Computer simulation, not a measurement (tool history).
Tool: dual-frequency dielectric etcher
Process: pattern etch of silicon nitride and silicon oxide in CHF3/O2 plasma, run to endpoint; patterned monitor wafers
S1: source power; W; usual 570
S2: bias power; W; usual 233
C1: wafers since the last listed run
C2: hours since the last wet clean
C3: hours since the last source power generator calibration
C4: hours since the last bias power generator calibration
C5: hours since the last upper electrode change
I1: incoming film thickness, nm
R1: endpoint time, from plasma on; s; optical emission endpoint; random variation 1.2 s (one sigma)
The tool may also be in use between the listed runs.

run	day	S1	S2	C1	C2	C3	C4	C5	I1	R1
1	0	510	268	0	329.4	1400.6	4751.9	4993.6	293.2	184
2	1.138	510	268	232	356.7	1427.9	4779.2	5020.9	290	180.5
3	2.608	510	268	300	392	1463.2	4814.5	5056.2	290.4	182.4
4	3.4	570	233	161	411	1482.2	4833.5	5075.2	288.7	182
5	4.808	570	233	288	444.8	1516	4867.3	5109	289.7	180.6
# day 6.008: wet clean of the chamber
6	6.029	530	233	45	0.5	1545.3	4896.6	5138.3	290.9	194.2
7	6.383	530	233	72	9	1553.8	4905.1	5146.8	291.7	193
# day 7.862: upper electrode replaced
8	7.883	570	233	102	45	1589.8	4941.1	0.5	289.1	187
9	7.896	570	233	2	45.3	1590.1	4941.4	0.8	289.1	190
# day 9.15: source power generator calibrated
# day 9.171: wet clean of the chamber, repeated, since the last time left the tool worse
10	9.192	710	203	227	0.5	1	4972.5	31.9	286.4	161.9
11	9.321	520	249	26	3.6	4.1	4975.6	35	287.4	180.4
12	10.233	570	233	186	25.5	26	4997.5	56.9	288.7	174
# day 11.008: bias power generator calibrated
13	11.479	660	198	220	55.4	55.9	11.3	86.8	289.5	170.1
14	12.642	460	233	237	83.3	83.8	39.2	114.7	289.7	195.4
15	13.142	570	233	102	95.3	95.8	51.2	126.7	289.9	177.3
16	14.567	610	271	291	129.5	130	85.4	160.9	290.6	162
17	15.975	610	271	288	163.3	163.8	119.2	194.7	291.5	164.4
18	17.162	640	256	242	191.8	192.3	147.7	223.2	290.1	162.4

5 ways to go on from here, each from the tool as it stands after run 18. What would each give?
A	17.183	570	271	4	192.3	192.8	148.2	223.7	289.4	?
B	17.183	660	200	4	192.3	192.8	148.2	223.7	289.4	?
C	17.183	450	216	4	192.3	192.8	148.2	223.7	289.4	?
D	17.183	650	259	4	192.3	192.8	148.2	223.7	289.4	?
E	17.183	500	253	4	192.3	192.8	148.2	223.7	289.4	?

run	R1
A	169.1
B	171.3
C	204.3
D	160.6
E	184.5
Without the tool's hidden state the same runs would have given:
run	R1
A	167.1
B	169.3
C	201.9
D	158.7
E	182.3
